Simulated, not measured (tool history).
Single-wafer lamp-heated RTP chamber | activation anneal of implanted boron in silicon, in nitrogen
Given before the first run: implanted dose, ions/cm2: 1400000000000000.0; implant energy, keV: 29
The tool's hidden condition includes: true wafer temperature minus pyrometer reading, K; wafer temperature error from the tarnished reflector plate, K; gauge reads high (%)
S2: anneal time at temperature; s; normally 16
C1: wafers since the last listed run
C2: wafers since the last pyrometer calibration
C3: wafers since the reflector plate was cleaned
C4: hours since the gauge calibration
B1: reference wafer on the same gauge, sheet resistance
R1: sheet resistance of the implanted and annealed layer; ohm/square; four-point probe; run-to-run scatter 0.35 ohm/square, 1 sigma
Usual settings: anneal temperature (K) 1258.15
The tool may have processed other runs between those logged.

run 1 hour=0.0 | anneal_temperature_(K)=1238.15 S2=16 | C1=0 C2=3381 C3=3381 C4=415.4 | B1=79.99 | R1=106.24
run 2 hour=12.3 | anneal_temperature_(K)=1238.15 S2=16 | C1=254 C2=3636 C3=3636 C4=427.7 | B1=80.03 | R1=105.85
run 3 hour=21.2 | anneal_temperature_(K)=1278.15 S2=16 | C1=184 C2=3820 C3=3820 C4=436.6 | B1=80.01 | R1=85.57
run 4 hour=28.2 | anneal_temperature_(K)=1278.15 S2=16 | C1=144 C2=3965 C3=3965 C4=443.6 | B1=80.04 | R1=85.65
run 5 hour=44.3 | anneal_temperature_(K)=1278.15 S2=16 | C1=333 C2=4298 C3=4298 C4=459.7 | B1=79.86 | R1=85.53
run 6 hour=53.8 | anneal_temperature_(K)=1258.15 S2=14 | C1=196 C2=4494 C3=4494 C4=469.2 | B1=80.06 | R1=92.75
-- hour=67.2 reflector plate cleaned
run 7 hour=67.7 | anneal_temperature_(K)=1258.15 S2=14 | C1=122 C2=4616 C3=11 C4=483.1 | B1=80.03 | R1=91.83
run 8 hour=77.5 | anneal_temperature_(K)=1270.15 S2=16 | C1=202 C2=4819 C3=213 C4=492.9 | B1=79.93 | R1=87.60
run 9 hour=91.4 | anneal_temperature_(K)=1270.15 S2=16 | C1=287 C2=5107 C3=501 C4=506.8 | B1=80.00 | R1=87.53
run 10 hour=102.3 | anneal_temperature_(K)=1258.15 S2=16 | C1=225 C2=5332 C3=727 C4=517.7 | B1=80.01 | R1=90.88
run 11 hour=120.2 | anneal_temperature_(K)=1258.15 S2=16 | C1=370 C2=5703 C3=1097 C4=535.6 | B1=80.01 | R1=91.09
-- hour=131.5 pyrometer window cleaned and pyrometer calibrated
run 12 hour=137.6 | anneal_temperature_(K)=1258.15 S2=16 | C1=194 C2=125 C3=1291 C4=553.0 | B1=79.98 | R1=93.93
run 13 hour=147.7 | anneal_temperature_(K)=1258.15 S2=16 | C1=208 C2=334 C3=1500 C4=563.1 | B1=80.02 | R1=93.90
run 14 hour=164.8 | anneal_temperature_(K)=1258.15 S2=16 | C1=353 C2=688 C3=1854 C4=580.2 | B1=79.99 | R1=93.42
run 15 hour=177.0 | anneal_temperature_(K)=1258.15 S2=16 | C1=252 C2=940 C3=2107 C4=592.4 | B1=79.83 | R1=93.83
run 16 hour=186.3 | anneal_temperature_(K)=1258.15 S2=16 | C1=192 C2=1133 C3=2299 C4=601.7 | B1=80.00 | R1=93.48
run 17 hour=196.3 | anneal_temperature_(K)=1258.15 S2=11 | C1=206 C2=1340 C3=2506 C4=611.7 | B1=79.90 | R1=95.46
run 18 hour=204.2 | anneal_temperature_(K)=1258.15 S2=16 | C1=163 C2=1503 C3=2670 C4=619.6 | B1=79.95 | R1=92.95
run 19 hour=221.4 | anneal_temperature_(K)=1258.15 S2=9 | C1=355 C2=1859 C3=3025 C4=636.8 | B1=80.08 | R1=96.24

What does the tool deliver on the next run?
run 20 hour=228.5 | anneal_temperature_(K)=1258.15 S2=24 | C1=146 C2=2006 C3=3172 C4=643.9 | B1=? | R1=?

{"run 20": {"B1": 79.95, "R1": 91.1}}
Minus the tool's unlogged condition, the same run would have read R1 92.03 ohm/square.
